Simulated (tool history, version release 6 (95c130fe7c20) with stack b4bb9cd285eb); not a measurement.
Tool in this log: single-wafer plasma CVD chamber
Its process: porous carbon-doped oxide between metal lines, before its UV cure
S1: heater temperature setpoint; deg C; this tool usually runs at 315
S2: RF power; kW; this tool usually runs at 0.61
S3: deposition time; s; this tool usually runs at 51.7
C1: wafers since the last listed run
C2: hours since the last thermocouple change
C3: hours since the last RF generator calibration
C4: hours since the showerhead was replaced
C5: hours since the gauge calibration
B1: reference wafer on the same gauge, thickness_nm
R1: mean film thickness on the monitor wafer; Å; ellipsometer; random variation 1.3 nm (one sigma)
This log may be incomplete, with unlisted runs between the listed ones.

| run | hour | S1 | S2 | S3 | C1 | C2 | C3 | C4 | C5 | B1 | R1 |
|---|---|---|---|---|---|---|---|---|---|---|---|
| 1 | 0 | 315 | 0.61 | 51.7 | 0 | 2063.1 | 1053.6 | 3803.3 | 1097 | 247.967 | 3061.14 |
| 2 | 45.8 | 315 | 0.61 | 51.7 | 1152 | 2108.9 | 1099.4 | 3849.1 | 1142.8 | 248.095 | 3082.69 |
| 3 | 108.8 | 315 | 0.7 | 59.6 | 1585 | 2171.9 | 1162.4 | 3912.1 | 1205.8 | 248.094 | 3795.02 |
| 4 | 198.7 | 315 | 0.7 | 59.6 | 2262 | 2261.8 | 1252.3 | 4002 | 1295.7 | 247.862 | 3777.16 |
| 5 | 340.5 | 319 | 0.61 | 51.7 | 3567 | 2403.6 | 1394.1 | 4143.8 | 1437.5 | 247.962 | 3000.33 |
| 6 | 445.3 | 319 | 0.61 | 51.7 | 2636 | 2508.4 | 1498.9 | 4248.6 | 1542.3 | 248.055 | 3018.73 |
|  | 471.4 | thermocouple changed; heater temperature recalibrated |
| 7 | 526.5 | 304 | 0.61 | 58.1 | 1841 | 55.1 | 1580.1 | 4329.8 | 1623.5 | 247.957 | 3536.8 |
| 8 | 573.6 | 315 | 0.61 | 51.7 | 1185 | 102.2 | 1627.2 | 4376.9 | 1670.6 | 248.032 | 2967.17 |
| 9 | 665 | 315 | 0.61 | 51.7 | 2299 | 193.6 | 1718.6 | 4468.3 | 1762 | 247.842 | 2968.22 |
|  | 733.7 | gauge calibrated |
| 10 | 737.1 | 315 | 0.61 | 51.7 | 1814 | 265.7 | 1790.7 | 4540.4 | 3.4 | 248.169 | 2972.67 |
| 11 | 807.5 | 310 | 0.645 | 58.5 | 1771 | 336.1 | 1861.1 | 4610.8 | 73.8 | 248.124 | 3544.49 |
|  | 877.4 | showerhead replaced |
| 12 | 877.9 | 315 | 0.61 | 51.7 | 1570 | 406.5 | 1931.5 | 0.5 | 144.2 | 248.108 | 2970.77 |
| 13 | 925.4 | 322 | 0.61 | 51.7 | 1195 | 454 | 1979 | 48 | 191.7 | 247.973 | 2862.34 |
|  | 1004.9 | RF generator calibrated |
| 14 | 1020.7 | 328 | 0.705 | 61.3 | 2196 | 549.3 | 15.8 | 143.3 | 287 | 247.732 | 3624.02 |
| 15 | 1097.4 | 315 | 0.555 | 44.6 | 1929 | 626 | 92.5 | 220 | 363.7 | 248.013 | 2515.93 |
| 16 | 1152.5 | 301 | 0.55 | 47.8 | 1386 | 681.1 | 147.6 | 275.1 | 418.8 | 248.052 | 2940.53 |
| 17 | 1199.7 | 315 | 0.61 | 51.7 | 1187 | 728.3 | 194.8 | 322.3 | 466 | 247.859 | 3064.43 |
| 18 | 1289.2 | 310 | 0.56 | 56 | 2251 | 817.8 | 284.3 | 411.8 | 555.5 | 248.131 | 3250.84 |
| 19 | 1330.9 | 304 | 0.61 | 58.1 | 1049 | 859.5 | 326 | 453.5 | 597.2 | 247.855 | 3639.62 |
| 20 | 1378.9 | 302 | 0.61 | 51.7 | 1207 | 907.5 | 374 | 501.5 | 645.2 | 247.909 | 3288.48 |
| 21 | 1478.4 | 302 | 0.705 | 51.7 | 2503 | 1007 | 473.5 | 601 | 744.7 | 247.97 | 3515.17 |

Branching from run 21: 5 alternative next runs. What would each branch give?
| A | 1478.8 | 315 | 0.61 | 51.7 | 10 | 1007.4 | 473.9 | 601.4 | 745.1 | ? | ? |
| B | 1478.8 | 315 | 0.57 | 51.7 | 10 | 1007.4 | 473.9 | 601.4 | 745.1 | ? | ? |
| C | 1478.8 | 315 | 0.495 | 42.8 | 10 | 1007.4 | 473.9 | 601.4 | 745.1 | ? | ? |
| D | 1478.8 | 315 | 0.61 | 59.6 | 10 | 1007.4 | 473.9 | 601.4 | 745.1 | ? | ? |
| E | 1478.8 | 307 | 0.73 | 51.7 | 10 | 1007.4 | 473.9 | 601.4 | 745.1 | ? | ? |

| run | B1 | R1 |
|---|---|---|
| A | 247.877 | 3037.3 |
| B | 247.877 | 2942.49 |
| C | 247.877 | 2291.86 |
| D | 247.877 | 3492.08 |
| E | 247.877 | 3472.75 |
With the hidden condition removed and each run's random variation left untouched, the same runs would have given:
| run | R1 |
|---|---|
| A | 3079.06 |
| B | 2982.95 |
| C | 2324.62 |
| D | 3540.1 |
| E | 3516.67 |
